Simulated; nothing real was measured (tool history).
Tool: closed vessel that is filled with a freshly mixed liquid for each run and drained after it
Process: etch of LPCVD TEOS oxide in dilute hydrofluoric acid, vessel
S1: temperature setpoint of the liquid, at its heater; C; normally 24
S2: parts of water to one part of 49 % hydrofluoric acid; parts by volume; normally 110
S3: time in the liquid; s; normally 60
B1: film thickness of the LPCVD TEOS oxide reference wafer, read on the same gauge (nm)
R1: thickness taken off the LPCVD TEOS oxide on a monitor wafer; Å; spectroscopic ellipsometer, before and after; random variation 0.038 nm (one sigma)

run	hour	S1	S2	S3	B1	R1
1	0	24	75	60	110	181.6
2	22.6	21	70	60	110.03	173.4
3	55.2	24	110	65	110	128.6
# hour 57.7: gauge calibrated
4	81.3	24	110	65	110.03	128.3
5	109.9	24	110	65	110.02	128.4
6	141.6	24	110	60	109.97	118.3
7	158.5	24	110	60	110.02	118.4
8	184	27.5	80	60	110	193.3
9	208.7	24	110	60	110	117.9
10	242	24	110	60	109.97	118
11	277.7	20	110	75	109.99	125.6
12	293.4	20	110	75	110.01	125.4
13	321.7	20	65	45	109.98	134.9
14	345.5	24	110	50	110	97.4
15	373.4	24	110	45	110.01	87.9
# hour 450.6: gauge calibrated
16	469.7	24	140	35	110	51.6
17	487.4	26	70	90	109.99	314.8
18	513.6	24	110	60	109.98	118
# hour 531: thermometer replaced
# hour 538.9: hydrofluoric acid flow meter replaced
19	544.8	24	110	60	110.02	123.8
20	573.6	24	55	90	109.96	394.8
21	608.2	24	110	30	110.01	61.5
22	624.4	24	110	60	110.02	123.2
23	645.5	22	110	60	109.99	113.8
24	664	28	85	30	110.05	96.3
25	687.1	24	110	60	109.97	122.6

Branching from run 25: 5 alternative next runs. What would each branch give?
A	687.8	21.5	110	60	?	?
B	687.8	24	165	40	?	?
C	687.8	19.5	85	30	?	?
D	687.8	24	85	60	?	?
E	687.8	25.5	110	60	?	?

run	B1	R1
A	110.01	111.1
B	110.01	51.1
C	110.01	68.1
D	110.01	163.7
E	110.01	130.1
Had the tool no hidden state, the same runs would have come out as:
run	R1
A	111.8
B	51.5
C	68.6
D	164.9
E	131
